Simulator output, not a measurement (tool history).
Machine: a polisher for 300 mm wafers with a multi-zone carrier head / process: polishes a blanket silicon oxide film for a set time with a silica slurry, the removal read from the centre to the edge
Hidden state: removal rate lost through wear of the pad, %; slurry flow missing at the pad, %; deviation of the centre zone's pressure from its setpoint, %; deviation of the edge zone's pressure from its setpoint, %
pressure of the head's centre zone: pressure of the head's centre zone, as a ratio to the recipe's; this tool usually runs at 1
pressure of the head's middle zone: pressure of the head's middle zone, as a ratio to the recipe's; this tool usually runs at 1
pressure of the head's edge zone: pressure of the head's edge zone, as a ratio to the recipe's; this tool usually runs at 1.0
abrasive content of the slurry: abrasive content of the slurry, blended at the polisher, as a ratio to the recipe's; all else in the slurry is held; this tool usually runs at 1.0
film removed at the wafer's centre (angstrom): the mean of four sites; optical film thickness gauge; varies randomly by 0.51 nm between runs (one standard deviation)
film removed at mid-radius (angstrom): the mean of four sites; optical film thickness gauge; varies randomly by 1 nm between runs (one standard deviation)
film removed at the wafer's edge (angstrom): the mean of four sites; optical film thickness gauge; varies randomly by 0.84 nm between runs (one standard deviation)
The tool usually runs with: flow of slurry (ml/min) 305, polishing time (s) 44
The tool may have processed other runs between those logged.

run   hour  flow of slurry (ml/min)  pressure of the head's centre zone  pressure of the head's middle zone  pressure of the head's edge zone  abrasive content of the slurry  polishing time (s)  wafers since the last listed run  wafers polished on this pad  hours since the slurry nozzle was cleaned  hours since the centre zone pressure was calibrated  hours since the edge zone pressure was calibrated  hours since the carrier head's membrane was replaced  incoming thickness of the incoming film, nm  film removed at the wafer's centre (angstrom)  film removed at mid-radius (angstrom)  film removed at the wafer's edge (angstrom)
  1    0.0                      305                                   1                                   1                               1.0                             1.0                  44                                 0                          679                                      346.9                                                643.3                                             1053.4                                                 602.9                                       1161.4                                            798                                    783                                          789
  2   11.4                      305                                   1                                   1                               1.0                             1.0                  44                               130                          810                                      358.3                                                654.7                                             1064.8                                                 614.3                                       1170.9                                            795                                    797                                          805
  3   24.5                      305                                   1                                   1                               1.0                             1.0                  44                               150                          960                                      371.4                                                667.8                                             1077.9                                                 627.4                                       1136.7                                            784                                    788                                          775
      37.0  -- worn pad replaced by a new one
  4   37.5                      305                                   1                                   1                               1.0                             1.0                  44                               103                            6                                      384.4                                                680.8                                             1090.9                                                 640.4                                       1166.6                                            805                                    802                                          821
      51.3  -- carrier head's membrane replaced by a new one
  5   51.8                      305                                   1                                   1                               1.0                             1.0                  44                               106                          112                                      398.7                                                695.1                                             1105.2                                                   0.5                                       1150.5                                            798                                    785                                          809
  6   63.7                      305                                   1                                   1                               1.0                             1.0                  44                               136                          249                                      410.6                                                707.0                                             1117.1                                                  12.4                                       1156.8                                            806                                    791                                          788
      67.6  -- centre zone pressure recalibrated
  7   73.5                      305                                   1                                   1                               1.0                             1.0                  44                                89                          338                                      420.4                                                  5.9                                             1126.9                                                  22.2                                       1150.8                                            798                                    781                                          800
      85.7  -- edge zone pressure recalibrated
  8   86.2                      200                                   1                                   1                               1.0                             1.0                  44                               122                          461                                      433.1                                                 18.6                                                0.5                                                  34.9                                       1134.7                                            755                                    767                                          771
  9   94.6                      305                                   1                                   1                               1.1                             0.9                  44                                96                          557                                      441.5                                                 27.0                                                8.9                                                  43.3                                       1143.4                                            747                                    747                                          759
 10  103.0                      305                                   1                                   1                               1.0                             1.0                  44                                96                          654                                      449.9                                                 35.4                                               17.3                                                  51.7                                       1155.0                                            790                                    798                                          787

Run 11 is up next; what results do you expect?
 11  112.0                      305                                   1                                   1                               1.0                             1.3                  34                               103                          757                                      458.9                                                 44.4                                               26.3                                                  60.7                                       1154.9                                              ?                                      ?                                            ?

{"run 11": {"film removed at the wafer's centre (angstrom)": 692, "film removed at mid-radius (angstrom)": 692, "film removed at the wafer's edge (angstrom)": 690}}
Without the tool's hidden state the same run would have given film removed at the wafer's centre (angstrom) 715, film removed at mid-radius (angstrom) 714, film removed at the wafer's edge (angstrom) 712.

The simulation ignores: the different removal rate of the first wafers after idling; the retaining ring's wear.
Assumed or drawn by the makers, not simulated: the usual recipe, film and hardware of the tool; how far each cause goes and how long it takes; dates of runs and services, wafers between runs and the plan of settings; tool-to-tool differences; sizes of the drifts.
